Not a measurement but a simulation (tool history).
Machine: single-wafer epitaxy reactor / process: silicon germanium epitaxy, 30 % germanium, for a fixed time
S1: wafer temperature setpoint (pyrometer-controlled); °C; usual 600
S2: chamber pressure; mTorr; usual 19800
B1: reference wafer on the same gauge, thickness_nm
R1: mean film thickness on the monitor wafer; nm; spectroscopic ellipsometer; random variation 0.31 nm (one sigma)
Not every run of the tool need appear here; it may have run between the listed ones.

| run | hour | S1 | S2 | B1 | R1 |
|---|---|---|---|---|---|
| 1 | 0.0 | 600 | 19800 | 55.661 | 56.081 |
| 2 | 55.2 | 600 | 19800 | 55.708 | 55.755 |
| 3 | 87.5 | 600 | 19800 | 55.690 | 56.561 |
| 4 | 148.2 | 600 | 19800 | 55.810 | 55.802 |
|  | 179.4 | pyrometer calibrated |
| 5 | 179.9 | 600 | 19800 | 55.765 | 57.888 |
| 6 | 228.4 | 600 | 19800 | 55.692 | 57.262 |
| 7 | 291.2 | 600 | 19800 | 55.722 | 56.691 |
| 8 | 324.5 | 600 | 19800 | 55.657 | 56.820 |
| 9 | 365.5 | 600 | 19800 | 55.813 | 57.417 |
| 10 | 428.9 | 600 | 21900 | 55.725 | 59.293 |
| 11 | 468.3 | 600 | 21900 | 55.687 | 59.058 |
| 12 | 526.7 | 600 | 21900 | 55.727 | 59.371 |
|  | 622.6 | gauge calibrated |
| 13 | 625.2 | 589 | 19800 | 55.690 | 44.483 |
| 14 | 656.0 | 589 | 19800 | 55.693 | 45.107 |
| 15 | 725.1 | 589 | 19800 | 55.700 | 44.112 |
|  | 803.9 | showerhead replaced |
| 16 | 849.2 | 600 | 19800 | 55.684 | 56.248 |
| 17 | 897.0 | 593 | 19800 | 55.746 | 48.433 |
| 18 | 932.6 | 600 | 19800 | 55.763 | 56.220 |
| 19 | 973.1 | 600 | 16900 | 55.774 | 52.653 |
| 20 | 1000.9 | 600 | 21200 | 55.674 | 57.750 |
| 21 | 1053.2 | 610 | 14900 | 55.675 | 60.947 |
| 22 | 1162.3 | 595 | 17200 | 55.751 | 47.667 |
| 23 | 1193.0 | 595 | 17500 | 55.717 | 47.767 |
|  | 1230.4 | pyrometer calibrated |
|  | 1230.7 | capacitance manometer re-zeroed and calibrated |
| 24 | 1233.3 | 590 | 16200 | 55.743 | 42.739 |
| 25 | 1267.6 | 587 | 17400 | 55.611 | 41.140 |
| 26 | 1303.1 | 586 | 22000 | 55.712 | 44.420 |
| 27 | 1372.4 | 600 | 19800 | 55.596 | 56.543 |
| 28 | 1411.9 | 600 | 19800 | 55.723 | 56.944 |
| 29 | 1478.4 | 588 | 23300 | 55.574 | 46.810 |
| 30 | 1524.1 | 595 | 19800 | 55.780 | 50.470 |
| 31 | 1568.2 | 610 | 23500 | 55.673 | 74.305 |

For each run, the measured value with the value that run would have given without the tool's hidden condition subtracted. The run-to-run variation is shared by both, the gauge scatter possibly not:
The tool's hidden condition here consists of: wafer temperature above the value expected at the setpoint (K); true pressure above the setpoint (%); gauge reads high (%).
| run | R1 |
|---|---|
| 1 | -1.429 |
| 2 | -1.433 |
| 3 | -1.460 |
| 4 | -1.452 |
| 5 | +0.242 |
| 6 | +0.052 |
| 7 | -0.158 |
| 8 | -0.256 |
| 9 | -0.368 |
| 10 | -0.533 |
| 11 | -0.613 |
| 12 | -0.723 |
| 13 | -0.672 |
| 14 | -0.711 |
| 15 | -0.753 |
| 16 | -1.032 |
| 17 | -0.932 |
| 18 | -1.083 |
| 19 | -1.032 |
| 20 | -1.146 |
| 21 | -1.201 |
| 22 | -1.009 |
| 23 | -1.018 |
| 24 | -0.082 |
| 25 | -0.180 |
| 26 | -0.298 |
| 27 | -0.581 |
| 28 | -0.692 |
| 29 | -0.719 |
| 30 | -0.844 |
| 31 | -1.295 |
